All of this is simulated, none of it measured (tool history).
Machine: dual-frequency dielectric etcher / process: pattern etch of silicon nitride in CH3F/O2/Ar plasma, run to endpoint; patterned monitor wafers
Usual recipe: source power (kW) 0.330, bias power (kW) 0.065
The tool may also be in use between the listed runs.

run	hour	source power (kW)	bias power (kW)	wafers since the last listed run	hours since the last wet clean	hours since the last source power generator calibration	hours since the last bias power generator calibration	hours since the last upper electrode change	incoming incoming film thickness, nm	endpoint time (s)
1	0.0	0.300	0.065	0	381.0	5279.7	1870.4	2997.2	55.6	88.8
2	14.3	0.300	0.065	192	395.3	5294.0	1884.7	3011.5	56.1	89.0
3	34.9	0.300	0.065	276	415.9	5314.6	1905.3	3032.1	55.8	89.4
4	56.6	0.380	0.065	291	437.6	5336.3	1927.0	3053.8	55.7	81.6
# hour 111.3: wet clean of the chamber
5	116.2	0.270	0.065	478	4.9	5395.9	1986.6	3113.4	56.0	96.4
6	140.0	0.270	0.065	319	28.7	5419.7	2010.4	3137.2	56.1	96.0
# hour 145.5: source power generator calibrated
7	153.2	0.270	0.065	123	41.9	7.7	2023.6	3150.4	55.4	95.1
8	187.2	0.330	0.065	456	75.9	41.7	2057.6	3184.4	56.2	88.8
# hour 204.3: bias power generator calibrated
9	204.8	0.250	0.077	182	93.5	59.3	0.5	3202.0	55.7	89.9
# hour 243.4: upper electrode replaced
10	243.9	0.300	0.050	202	132.6	98.4	39.6	0.5	56.1	102.9
11	245.8	0.330	0.065	25	134.5	100.3	41.5	2.4	56.0	88.0
12	263.9	0.290	0.055	243	152.6	118.4	59.6	20.5	56.1	99.8
13	281.3	0.330	0.065	233	170.0	135.8	77.0	37.9	56.2	88.5
14	301.1	0.330	0.079	266	189.8	155.6	96.8	57.7	56.3	81.0
15	316.7	0.350	0.056	209	205.4	171.2	112.4	73.3	55.5	91.5
16	334.5	0.390	0.072	239	223.2	189.0	130.2	91.1	56.5	79.5
17	351.8	0.330	0.065	232	240.5	206.3	147.5	108.4	55.7	87.0

Hidden state or all else? Some run-to-run changes of endpoint time (s), split into what the settings, what came in and random variation would give without the hidden state, and what is left for the hidden state (with any gauge scatter that isn't in both results):
What the log doesn't record here: etch rate over this chamber's usual, %; source power that arrives over what is set, %; bias power that arrives over what is set, %.
Run 4 -> 5: source power (kW) 0.380 -> 0.270, wet clean of the chamber. endpoint time (s) +14.8: hidden state +3.1, all else +11.7.
Run 10 -> 11: source power (kW) 0.300 -> 0.330, bias power (kW) 0.050 -> 0.065. endpoint time (s) -14.9: hidden state +0.3, all else -15.2.

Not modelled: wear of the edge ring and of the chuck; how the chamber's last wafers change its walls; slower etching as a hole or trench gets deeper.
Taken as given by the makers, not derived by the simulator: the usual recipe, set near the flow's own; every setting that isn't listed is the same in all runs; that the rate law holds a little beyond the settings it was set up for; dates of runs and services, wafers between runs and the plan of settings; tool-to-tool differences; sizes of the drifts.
